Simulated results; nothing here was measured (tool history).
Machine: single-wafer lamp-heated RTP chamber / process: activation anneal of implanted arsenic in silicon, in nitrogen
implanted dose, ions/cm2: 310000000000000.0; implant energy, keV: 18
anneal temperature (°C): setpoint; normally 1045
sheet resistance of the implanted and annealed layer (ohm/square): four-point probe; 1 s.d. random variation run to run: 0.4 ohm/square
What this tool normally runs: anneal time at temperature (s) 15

run	hour	anneal temperature (°C)	anneal time at temperature (s)	read-back reference wafer on the same gauge, sheet resistance	sheet resistance of the implanted and annealed layer (ohm/square)
1	0.0	1045	18	279.00	266.73
2	49.7	1045	15	279.05	268.31
3	90.6	1045	15	279.00	267.41
4	181.8	1032	15	278.94	269.43
5	275.9	1032	15	279.03	269.59
6	326.5	1032	15	279.10	270.24
7	375.9	1045	15	279.02	267.04
# hour 403.0: reflector plate cleaned
# hour 414.7: pyrometer window cleaned and pyrometer calibrated
8	426.9	1045	15	279.05	268.43
9	520.9	1063	12	278.96	266.96
10	628.1	1036	7	279.04	273.63
# hour 635.9: gauge calibrated
11	733.5	1069	10	279.04	267.38
12	815.3	1073	19	279.02	260.10
13	909.9	1024	9	278.95	273.01
# hour 925.5: pyrometer window cleaned and pyrometer calibrated
14	989.0	1045	15	279.02	268.63
15	1036.4	1020	11	278.90	272.74
16	1079.0	1070	15	279.02	263.50

Forecast each of these 3 alternatives for the next run:
A	1079.4	1045	15	?	?
B	1079.4	1045	9	?	?
C	1079.4	1020	18	?	?

run	read-back reference wafer on the same gauge, sheet resistance	sheet resistance of the implanted and annealed layer (ohm/square)
A	279.03	268.17
B	279.03	271.35
C	279.03	270.58
The same runs, with their run-to-run variation unchanged, on a tool lacking any hidden condition would have given:
run	sheet resistance of the implanted and annealed layer (ohm/square)
A	269.48
B	272.37
C	271.67
